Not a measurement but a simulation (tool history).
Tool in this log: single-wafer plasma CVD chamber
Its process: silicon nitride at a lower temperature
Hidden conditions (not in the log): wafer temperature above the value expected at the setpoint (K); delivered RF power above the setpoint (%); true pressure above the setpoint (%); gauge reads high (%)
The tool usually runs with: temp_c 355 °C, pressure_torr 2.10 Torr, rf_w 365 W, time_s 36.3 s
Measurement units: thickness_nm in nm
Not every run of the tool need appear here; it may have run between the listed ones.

run    hour  temp_c  pressure_torr  rf_w  time_s  wafers since the last listed run  hours since the last thermocouple change  hours since the last RF generator calibration  hours since the last manometer calibration  hours since the showerhead was replaced  hours since the gauge calibration  read-back reference wafer on the same gauge, thickness_nm  thickness_nm
  1     0.0     355           2.10   365    36.3                                 0                                     474.8                                          819.9                                      1570.3                                   4175.5                              939.6                                                     60.178        51.116
  2    50.4     355           2.10   365    36.3                               809                                     525.2                                          870.3                                      1620.7                                   4225.9                              990.0                                                     60.239        50.682
  3   121.0     349           2.10   365    38.3                              1134                                     595.8                                          940.9                                      1691.3                                   4296.5                             1060.6                                                     60.321        53.681
  4   201.1     355           2.10   365    36.3                              1286                                     675.9                                         1021.0                                      1771.4                                   4376.6                             1140.7                                                     60.199        50.298
  5   286.1     355           2.10   365    36.3                              1365                                     760.9                                         1106.0                                      1856.4                                   4461.6                             1225.7                                                     60.244        50.705
  6   373.3     355           2.10   365    36.3                              1400                                     848.1                                         1193.2                                      1943.6                                   4548.8                             1312.9                                                     60.156        50.270
  7   477.6     355           2.10   365    36.3                              1675                                     952.4                                         1297.5                                      2047.9                                   4653.1                             1417.2                                                     60.198        50.614
  8   520.6     355           2.10   365    36.3                               690                                     995.4                                         1340.5                                      2090.9                                   4696.1                             1460.2                                                     60.291        50.219
  9   565.2     355           2.10   365    36.3                               716                                    1040.0                                         1385.1                                      2135.5                                   4740.7                             1504.8                                                     60.228        50.236
      649.3  -- capacitance manometer re-zeroed and calibrated
 10   662.8     355           2.10   365    36.3                              1439                                    1137.6                                         1482.7                                        13.5                                   4838.3                             1602.4                                                     60.235        51.590
 11   761.5     355           2.10   365    36.3                              1585                                    1236.3                                         1581.4                                       112.2                                   4937.0                             1701.1                                                     60.259        51.697
 12   866.5     362           2.62   345    38.8                              1686                                    1341.3                                         1686.4                                       217.2                                   5042.0                             1806.1                                                     60.188        54.884
      893.0  -- RF generator calibrated
      901.9  -- showerhead replaced
 13   952.7     370           2.10   390    36.3                              1127                                    1427.5                                           59.7                                       303.4                                     50.8                             1892.3                                                     60.203        57.034
 14  1060.5     355           2.10   365    36.3                              1731                                    1535.3                                          167.5                                       411.2                                    158.6                             2000.1                                                     60.281        53.513
     1094.1  -- gauge calibrated
     1095.2  -- thermocouple changed; heater temperature recalibrated
 15  1121.9     355           2.50   325    39.2                               857                                      26.7                                          228.9                                       472.6                                    220.0                               27.8                                                     60.187        53.643
 16  1160.0     362           2.35   295    32.5                               611                                      64.8                                          267.0                                       510.7                                    258.1                               65.9                                                     60.264        38.706
 17  1208.1     349           1.68   425    30.0                               772                                     112.9                                          315.1                                       558.8                                    306.2                              114.0                                                     60.206        46.256
 18  1296.4     355           2.10   365    36.3                              1418                                     201.2                                          403.4                                       647.1                                    394.5                              202.3                                                     60.180        52.572
 19  1366.6     355           2.10   365    36.3                              1127                                     271.4                                          473.6                                       717.3                                    464.7                              272.5                                                     60.196        52.504
 20  1432.9     355           2.10   365    36.3                              1064                                     337.7                                          539.9                                       783.6                                    531.0                              338.8                                                     60.193        51.994
 21  1525.2     355           2.10   365    36.3                              1482                                     430.0                                          632.2                                       875.9                                    623.3                              431.1                                                     60.188        52.228
 22  1596.6     355           2.10   365    32.1                              1146                                     501.4                                          703.6                                       947.3                                    694.7                              502.5                                                     60.289        45.978
 23  1679.2     343           2.52   390    40.7                              1326                                     584.0                                          786.2                                      1029.9                                    777.3                              585.1                                                     60.182        66.011
 24  1733.6     347           2.10   365    38.2                               873                                     638.4                                          840.6                                      1084.3                                    831.7                              639.5                                                     60.223        54.458
 25  1839.2     366           2.54   425    32.7                              1696                                     744.0                                          946.2                                      1189.9                                    937.3                              745.1                                                     60.208        56.540
 26  1877.0     355           2.10   365    33.2                               607                                     781.8                                          984.0                                      1227.7                                    975.1                              782.9                                                     60.153        46.904
 27  1955.1     355           2.10   425    36.3                              1254                                     859.9                                         1062.1                                      1305.8                                   1053.2                              861.0                                                     60.218        59.133
 28  2047.2     355           2.10   320    40.9                              1479                                     952.0                                         1154.2                                      1397.9                                   1145.3                              953.1                                                     60.225        50.022
 29  2121.5     344           2.10   365    42.8                              1193                                    1026.3                                         1228.5                                      1472.2                                   1219.6                             1027.4                                                     60.282        60.676

Consider 3 possible next runs. They are alternatives, not a sequence: every one starts from the tool as it was left by run 29. What does each give?
  A  2121.9     362           2.10   365    36.3                                 6                                    1026.7                                         1228.9                                      1472.6                                   1220.0                             1027.8                                                          ?             ?
  B  2121.9     348           2.10   365    36.3                                 6                                    1026.7                                         1228.9                                      1472.6                                   1220.0                             1027.8                                                          ?             ?
  C  2121.9     355           2.10   365    32.5                                 6                                    1026.7                                         1228.9                                      1472.6                                   1220.0                             1027.8                                                          ?             ?

run  read-back reference wafer on the same gauge, thickness_nm  thickness_nm
  A                                                     60.144        50.453
  B                                                     60.144        50.762
  C                                                     60.144        45.322
What these runs would have given with no unlogged condition in the tool:
run  thickness_nm
  A        54.071
  B        54.402
  C        48.572
